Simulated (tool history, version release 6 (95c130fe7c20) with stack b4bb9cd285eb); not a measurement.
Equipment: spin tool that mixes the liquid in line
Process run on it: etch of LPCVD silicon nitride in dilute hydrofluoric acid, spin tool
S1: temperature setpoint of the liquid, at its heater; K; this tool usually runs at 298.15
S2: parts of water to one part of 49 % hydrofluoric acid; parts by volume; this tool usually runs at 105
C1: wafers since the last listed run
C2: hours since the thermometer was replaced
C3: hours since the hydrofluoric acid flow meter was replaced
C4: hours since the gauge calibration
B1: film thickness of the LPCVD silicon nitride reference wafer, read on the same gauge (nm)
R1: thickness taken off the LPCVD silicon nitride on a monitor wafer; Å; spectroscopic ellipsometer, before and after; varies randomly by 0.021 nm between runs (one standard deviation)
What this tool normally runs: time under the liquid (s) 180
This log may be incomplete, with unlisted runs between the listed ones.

Run 1, day 0: usual settings; C1 0; C2 123.7; C3 673.9; C4 177.4; B1 129.997. Result: R1 9.19 Å.
At day 0.371: hydrofluoric acid flow meter replaced.
Run 2, day 1.646: usual settings but S2 130 parts by volume, time under the liquid (s) 205; C1 300; C2 163.2; C3 30.6; C4 216.9; B1 129.988. Result: R1 8.88 Å.
Run 3, day 5.467: usual settings; C1 714; C2 254.9; C3 122.3; C4 308.6; B1 129.969. Result: R1 9.29 Å.
Run 4, day 7.629: usual settings but S1 294.65 K; C1 404; C2 306.8; C3 174.2; C4 360.5; B1 130.051. Result: R1 7.38 Å.
Run 5, day 11.196: usual settings but S1 302.15 K, time under the liquid (s) 210; C1 667; C2 392.4; C3 259.8; C4 446.1; B1 129.991. Result: R1 14.29 Å.
Run 6, day 15.675: usual settings but S1 302.15 K, time under the liquid (s) 210; C1 837; C2 499.9; C3 367.3; C4 553.6; B1 129.992. Result: R1 14 Å.
At day 17.112: gauge calibrated.
Run 7, day 17.717: usual settings but S1 302.15 K, time under the liquid (s) 210; C1 381; C2 548.9; C3 416.3; C4 14.5; B1 130.01. Result: R1 14.17 Å.
Run 8, day 21.208: usual settings but S2 125 parts by volume; C1 653; C2 632.7; C3 500.1; C4 98.3; B1 130.02. Result: R1 7.77 Å.

Run 9 comes next. What will it give?
Run 9, day 25.229: usual settings but S1 302.65 K, time under the liquid (s) 100; C1 752; C2 729.2; C3 596.6; C4 194.8; B1 ?. Result: R1 ?.

B1: 130.042
R1: 6.58 Å
On a tool with no hidden condition, and with the same random variation, this run would have come out at R1 6.58 Å.

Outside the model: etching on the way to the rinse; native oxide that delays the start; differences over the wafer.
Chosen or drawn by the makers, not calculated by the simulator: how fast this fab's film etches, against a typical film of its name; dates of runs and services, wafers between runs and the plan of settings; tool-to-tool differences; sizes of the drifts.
